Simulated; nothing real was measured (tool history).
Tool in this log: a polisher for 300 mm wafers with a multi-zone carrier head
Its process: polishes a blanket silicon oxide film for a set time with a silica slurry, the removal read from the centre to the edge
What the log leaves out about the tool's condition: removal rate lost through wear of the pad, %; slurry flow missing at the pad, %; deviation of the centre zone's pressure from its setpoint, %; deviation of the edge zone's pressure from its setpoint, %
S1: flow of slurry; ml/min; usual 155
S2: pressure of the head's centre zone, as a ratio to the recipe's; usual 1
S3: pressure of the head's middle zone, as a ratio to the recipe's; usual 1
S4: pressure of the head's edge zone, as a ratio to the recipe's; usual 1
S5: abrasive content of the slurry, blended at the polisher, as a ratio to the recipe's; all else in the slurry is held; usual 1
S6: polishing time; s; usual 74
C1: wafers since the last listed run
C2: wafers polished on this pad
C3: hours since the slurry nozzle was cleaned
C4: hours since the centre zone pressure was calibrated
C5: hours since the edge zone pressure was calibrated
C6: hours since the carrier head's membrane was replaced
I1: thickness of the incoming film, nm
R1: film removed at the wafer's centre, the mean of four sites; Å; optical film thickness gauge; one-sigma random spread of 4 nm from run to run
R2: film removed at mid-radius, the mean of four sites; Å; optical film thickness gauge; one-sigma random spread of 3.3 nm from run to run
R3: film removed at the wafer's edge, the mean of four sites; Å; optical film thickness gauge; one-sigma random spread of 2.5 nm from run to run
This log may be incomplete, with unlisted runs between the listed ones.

| run | hour | S1 | S2 | S3 | S4 | S5 | S6 | C1 | C2 | C3 | C4 | C5 | C6 | I1 | R1 | R2 | R3 |
|---|---|---|---|---|---|---|---|---|---|---|---|---|---|---|---|---|---|
| 1 | 0 | 200 | 1 | 1 | 1 | 0.75 | 74 | 0 | 262 | 54.3 | 1246.6 | 67.9 | 39.7 | 1237.8 | 3240 | 3260 | 3100 |
| 2 | 15 | 155 | 0.92 | 1 | 1.12 | 1 | 74 | 84 | 346 | 69.3 | 1261.6 | 82.9 | 54.7 | 1251.8 | 3368 | 3725 | 3762 |
| 3 | 24 | 155 | 0.95 | 1 | 0.93 | 1 | 74 | 50 | 397 | 78.3 | 1270.6 | 91.9 | 63.7 | 1237.6 | 3444 | 3719 | 3511 |
| 4 | 32.9 | 125 | 1.11 | 1 | 1 | 0.85 | 74 | 50 | 447 | 87.2 | 1279.5 | 100.8 | 72.6 | 1230.7 | 3285 | 3176 | 3078 |
| 5 | 44.2 | 155 | 1 | 0.95 | 1.09 | 1.3 | 93 | 63 | 511 | 98.5 | 1290.8 | 112.1 | 83.9 | 1248 | 5056 | 5179 | 5230 |
| 6 | 62.1 | 155 | 1 | 1 | 1 | 0.85 | 74 | 100 | 612 | 116.4 | 1308.7 | 130 | 101.8 | 1223.5 | 3120 | 3293 | 3244 |
|  | 69.7 | worn pad replaced by a new one |
| 7 | 73.1 | 155 | 1 | 1 | 1 | 1 | 57 | 39 | 18 | 127.4 | 1319.7 | 141 | 112.8 | 1230 | 2930 | 3077 | 2974 |
| 8 | 88.2 | 155 | 1 | 1 | 1 | 1 | 74 | 85 | 104 | 142.5 | 1334.8 | 156.1 | 127.9 | 1244.9 | 3796 | 3899 | 3720 |
| 9 | 94.4 | 155 | 1.09 | 1 | 1 | 1 | 74 | 34 | 138 | 148.7 | 1341 | 162.3 | 134.1 | 1248.2 | 3980 | 3826 | 3746 |
|  | 145 | centre zone pressure recalibrated |
| 10 | 145.5 | 155 | 1 | 1 | 1 | 1 | 74 | 276 | 415 | 199.8 | 0.5 | 213.4 | 185.2 | 1245.2 | 3574 | 3695 | 3566 |
| 11 | 162.4 | 155 | 1 | 1 | 0.92 | 1 | 74 | 95 | 510 | 216.7 | 17.4 | 230.3 | 202.1 | 1241 | 3534 | 3633 | 3461 |
| 12 | 169.2 | 170 | 0.95 | 1 | 1 | 1 | 74 | 38 | 549 | 223.5 | 24.2 | 237.1 | 208.9 | 1236.1 | 3415 | 3714 | 3637 |
| 13 | 180.1 | 155 | 1 | 1 | 1 | 1 | 74 | 61 | 610 | 234.4 | 35.1 | 248 | 219.8 | 1236.9 | 3498 | 3648 | 3522 |

Forecast run 14:
| 14 | 188.7 | 155 | 1 | 1 | 1 | 1 | 74 | 48 | 659 | 243 | 43.7 | 256.6 | 228.4 | 1243.7 | ? | ? | ? |

Run 14 yielded R1 3503 Å, R2 3604 Å, R3 3541 Å.
On a tool with no hidden condition, and with the same random variation, this run would have come out at R1 4010 Å, R2 4105 Å, R3 3989 Å.

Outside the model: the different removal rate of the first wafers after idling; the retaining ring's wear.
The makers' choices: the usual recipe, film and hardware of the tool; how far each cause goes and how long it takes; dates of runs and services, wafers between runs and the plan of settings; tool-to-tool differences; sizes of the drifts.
